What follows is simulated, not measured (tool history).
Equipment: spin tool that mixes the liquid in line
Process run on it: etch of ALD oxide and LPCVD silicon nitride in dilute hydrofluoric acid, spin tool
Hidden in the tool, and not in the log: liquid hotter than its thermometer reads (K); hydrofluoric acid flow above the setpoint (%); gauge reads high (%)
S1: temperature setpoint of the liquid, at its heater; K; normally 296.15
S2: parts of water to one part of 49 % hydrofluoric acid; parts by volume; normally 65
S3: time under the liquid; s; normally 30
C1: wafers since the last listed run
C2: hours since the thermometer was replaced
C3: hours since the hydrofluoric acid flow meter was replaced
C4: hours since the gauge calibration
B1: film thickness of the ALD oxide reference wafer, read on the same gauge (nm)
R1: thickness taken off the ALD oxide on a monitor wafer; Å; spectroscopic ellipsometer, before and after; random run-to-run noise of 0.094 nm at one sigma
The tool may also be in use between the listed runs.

run	hour	S1	S2	S3	C1	C2	C3	C4	B1	R1
1	0	298.65	65	30	0	1372.9	1184.3	358.6	90.02	168.5
2	42.9	298.65	65	30	486	1415.8	1227.2	401.5	89.97	168.1
3	115.2	296.15	65	20	819	1488.1	1299.5	473.8	89.99	102
4	180.1	296.15	65	20	735	1553	1364.4	538.7	90.02	102.1
5	218.2	296.15	50	30	432	1591.1	1402.5	576.8	89.96	202.9
6	323.9	296.15	50	30	1198	1696.8	1508.2	682.5	89.96	201.1
7	381.1	296.15	65	25	648	1754	1565.4	739.7	89.98	128.4
8	465.5	296.15	65	25	957	1838.4	1649.8	824.1	89.99	128.7
9	535.8	296.15	65	30	797	1908.7	1720.1	894.4	90.03	154.2
10	588.3	296.15	65	30	595	1961.2	1772.6	946.9	90.03	155.7
# hour 672.9: gauge calibrated
11	688.7	296.15	65	30	1138	2061.6	1873	15.8	89.99	156
12	731	296.15	65	30	479	2103.9	1915.3	58.1	90.06	156.3
13	772.4	296.15	65	30	469	2145.3	1956.7	99.5	89.96	157.8
14	839.7	296.15	65	40	763	2212.6	2024	166.8	89.98	208.9
15	904.4	296.15	65	45	733	2277.3	2088.7	231.5	90.05	237
16	986.3	296.15	65	30	928	2359.2	2170.6	313.4	89.98	158.5
# hour 1027.7: hydrofluoric acid flow meter replaced
17	1093.2	296.15	65	30	1200	2466.1	65.5	420.3	89.98	145.8
18	1154.9	296.15	65	20	699	2527.8	127.2	482	89.99	98.5
# hour 1213.8: thermometer replaced
19	1217.9	296.15	85	30	703	4.1	190.2	545	90.03	109.2
20	1315.3	296.15	65	30	1104	101.5	287.6	642.4	90	147.6
21	1354	300.15	75	45	438	140.2	326.3	681.1	90	222.9
22	1431.6	296.15	65	30	879	217.8	403.9	758.7	90.04	146.5
23	1471.6	294.15	90	35	453	257.8	443.9	798.7	90.02	111.1
24	1592.7	300.65	50	40	1373	378.9	565	919.8	90	315.6
25	1681.3	296.15	45	30	1004	467.5	653.6	1008.4	90.02	220.1
# hour 1735.8: gauge calibrated
26	1762.9	296.15	35	30	925	549.1	735.2	27.1	90	291

What if the next run were any one of these 3? Each begins from the tool's condition after run 26:
A	1763.3	296.15	65	15	4	549.5	735.6	27.5	?	?
B	1763.3	296.15	95	50	4	549.5	735.6	27.5	?	?
C	1763.3	294.65	65	30	4	549.5	735.6	27.5	?	?

run	B1	R1
A	90.02	74.5
B	90.02	163.9
C	90.02	140
The same runs, with their run-to-run variation unchanged, on a tool lacking any hidden condition would have given:
run	R1
A	72
B	158.1
C	135.3

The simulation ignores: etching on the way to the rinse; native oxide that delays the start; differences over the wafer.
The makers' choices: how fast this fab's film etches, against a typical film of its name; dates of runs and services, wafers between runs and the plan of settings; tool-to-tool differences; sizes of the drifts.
